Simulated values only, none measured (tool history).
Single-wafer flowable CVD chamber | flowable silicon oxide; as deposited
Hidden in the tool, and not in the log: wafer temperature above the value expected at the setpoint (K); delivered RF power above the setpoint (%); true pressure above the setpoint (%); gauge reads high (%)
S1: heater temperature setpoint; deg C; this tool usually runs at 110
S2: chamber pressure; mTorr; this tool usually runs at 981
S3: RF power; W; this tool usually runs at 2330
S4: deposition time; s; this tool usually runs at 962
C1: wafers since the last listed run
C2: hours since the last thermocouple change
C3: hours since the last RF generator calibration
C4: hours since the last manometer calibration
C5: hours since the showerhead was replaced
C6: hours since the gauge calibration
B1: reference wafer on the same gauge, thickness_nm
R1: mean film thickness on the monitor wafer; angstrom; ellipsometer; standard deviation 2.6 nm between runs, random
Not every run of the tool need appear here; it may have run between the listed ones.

run,hour,S1,S2,S3,S4,C1,C2,C3,C4,C5,C6,B1,R1
1,0,110,1177,2330,891,0,651.5,1534.1,1155.2,3867.4,312.5,634.907,6157.67
2,74,110,981,2330,962,191,725.5,1608.1,1229.2,3941.4,386.5,635.582,5629.85
3,164.1,110,981,2330,962,233,815.6,1698.2,1319.3,4031.5,476.6,634.915,5630.82
4,246.5,110,981,2330,962,213,898,1780.6,1401.7,4113.9,559,635.615,5605.59
# hour 281.8: gauge calibrated
5,334.8,110,981,2330,962,228,986.3,1868.9,1490,4202.2,53,635.24,5605.47
6,438.2,110,880,2225,962,267,1089.7,1972.3,1593.4,4305.6,156.4,634.728,4985
# hour 459.7: thermocouple changed; heater temperature recalibrated
7,483.6,110,880,2225,962,96,23.9,2017.7,1638.8,4351,201.8,635.059,4951.43
# hour 536.5: RF generator calibrated
8,561.7,118,740,2330,1096,181,102,25.2,1716.9,4429.1,279.9,635.238,3811.22
# hour 641.7: capacitance manometer re-zeroed and calibrated
9,657.6,105,981,2330,962,227,197.9,121.1,15.9,4525,375.8,634.89,6863.08
# hour 697.6: showerhead replaced
10,736.6,110,981,1960,962,183,276.9,200.1,94.9,39,454.8,634.746,5711.93
11,794.5,106,866,2330,1137,149,334.8,258,152.8,96.9,512.7,635.047,6993.48
# hour 836.2: gauge calibrated
12,885.2,110,981,2330,782,234,425.5,348.7,243.5,187.6,49,635.116,4756.39
13,931.3,110,1058,2520,962,119,471.6,394.8,289.6,233.7,95.1,634.955,6359.67
14,978,110,981,2330,962,120,518.3,441.5,336.3,280.4,141.8,634.45,5884.46
15,1065.3,110,810,2005,1102,225,605.6,528.8,423.6,367.7,229.1,634.978,5426.32

Forecast each of these 3 alternatives for the next run:
A,1066,118,981,2330,962,1,606.3,529.5,424.3,368.4,229.8,?,?
B,1066,125,981,2330,809,1,606.3,529.5,424.3,368.4,229.8,?,?
C,1066,119,981,2330,802,1,606.3,529.5,424.3,368.4,229.8,?,?

run,B1,R1
A,634.705,4615.65
B,634.705,3221.35
C,634.705,3739.14
Had the tool no hidden state, the same runs would have come out as:
run,R1
A,4676.81
B,3264.03
C,3788.68
